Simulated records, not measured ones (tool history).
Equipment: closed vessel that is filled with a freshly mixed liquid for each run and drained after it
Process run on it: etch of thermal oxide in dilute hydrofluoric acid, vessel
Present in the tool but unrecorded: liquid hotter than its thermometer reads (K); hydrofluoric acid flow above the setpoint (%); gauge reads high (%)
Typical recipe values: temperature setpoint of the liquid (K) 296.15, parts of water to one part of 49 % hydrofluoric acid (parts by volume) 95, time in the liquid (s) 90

run	hour	temperature setpoint of the liquid (K)	parts of water to one part of 49 % hydrofluoric acid (parts by volume)	time in the liquid (s)	wafers since the last listed run	hours since the thermometer was replaced	hours since the hydrofluoric acid flow meter was replaced	hours since the gauge calibration	read-back film thickness of the thermal oxide reference wafer, read on the same gauge (nm)	thickness taken off the thermal oxide on a monitor wafer (nm)
1	0	296.15	95	90	0	1351.2	1031.8	3790.5	139.985	4.889
# hour 13: thermometer replaced
2	66.1	296.15	95	90	5362	53.1	1097.9	3856.6	140.025	4.637
3	145.9	296.15	95	90	6573	132.9	1177.7	3936.4	140.031	4.618
4	203.4	296.15	95	90	4736	190.4	1235.2	3993.9	140.004	4.623
# hour 268.3: gauge calibrated
5	281.2	296.15	95	90	6408	268.2	1313	12.9	140.006	4.633
6	363.5	296.15	95	90	6779	350.5	1395.3	95.2	139.971	4.691
7	440.8	296.15	95	90	6367	427.8	1472.6	172.5	139.986	4.659
8	500.9	294.65	95	90	4950	487.9	1532.7	232.6	140.017	4.431
9	580.2	294.65	95	90	6532	567.2	1612	311.9	140.011	4.399
10	617.6	296.15	95	90	3080	604.6	1649.4	349.3	139.999	4.71
# hour 660.9: hydrofluoric acid flow meter replaced
11	670.3	292.65	55	75	4258	657.3	9.4	402	139.986	6.192
12	748.2	292.65	130	75	6416	735.2	87.3	479.9	140.008	2.401
13	853.7	296.15	95	90	8690	840.7	192.8	585.4	139.978	4.801
14	916.2	296.15	55	65	5148	903.2	255.3	647.9	139.977	6.316
15	957.6	292.65	95	40	3410	944.6	296.7	689.3	139.947	1.846
16	1002.4	296.15	95	55	3690	989.4	341.5	734.1	140.012	2.934
17	1050.7	296.15	95	90	3978	1037.7	389.8	782.4	140.002	4.808
18	1129.2	296.15	95	90	6466	1116.2	468.3	860.9	140.007	4.829
19	1167.1	293.15	95	90	3121	1154.1	506.2	898.8	139.978	4.298
20	1251.8	297.65	45	105	6976	1238.8	590.9	983.5	140.045	13.565
# hour 1316.3: thermometer replaced
21	1356.4	298.65	95	50	8533	40.1	695.5	1088.1	139.997	2.8
22	1464	296.15	95	90	8863	147.7	803.1	1195.7	139.988	4.562
23	1546.4	300.15	80	90	6787	230.1	885.5	1278.1	140.011	6.572
24	1637.5	296.15	95	90	7504	321.2	976.6	1369.2	139.999	4.646
25	1739.3	299.15	95	40	8385	423	1078.4	1471	139.987	2.326
26	1798.2	296.15	125	90	4851	481.9	1137.3	1529.9	140.011	3.426
27	1846.5	296.15	95	90	3978	530.2	1185.6	1578.2	139.999	4.705
28	1898.4	300.65	45	125	4275	582.1	1237.5	1630.1	139.989	17.564
29	1956.5	298.15	55	140	4785	640.2	1295.6	1688.2	140.002	14.572
30	2005.2	299.15	125	55	4011	688.9	1344.3	1736.9	140.031	2.377
31	2043.6	299.65	55	60	3163	727.3	1382.7	1775.3	139.986	6.514
32	2083.5	300.15	130	40	3286	767.2	1422.6	1815.2	139.986	1.721
33	2127.8	298.65	70	55	3649	811.5	1466.9	1859.5	139.992	4.451

Difference, measured minus no-hidden-state, one row per run. Run-to-run variation is common to both terms; the gauge's own scatter need not be:
run	thickness taken off the thermal oxide on a monitor wafer (nm)
1	+0.32
2	+0.031
3	+0.048
4	+0.059
5	+0.075
6	+0.093
7	+0.109
8	+0.115
9	+0.13
10	+0.144
11	+0.217
12	+0.089
13	+0.197
14	+0.284
15	+0.086
16	+0.139
17	+0.238
18	+0.255
19	+0.239
20	+0.802
21	+0.012
22	+0.042
23	+0.082
24	+0.077
25	+0.048
26	+0.079
27	+0.123
28	+0.493
29	+0.454
30	+0.074
31	+0.225
32	+0.058
33	+0.169

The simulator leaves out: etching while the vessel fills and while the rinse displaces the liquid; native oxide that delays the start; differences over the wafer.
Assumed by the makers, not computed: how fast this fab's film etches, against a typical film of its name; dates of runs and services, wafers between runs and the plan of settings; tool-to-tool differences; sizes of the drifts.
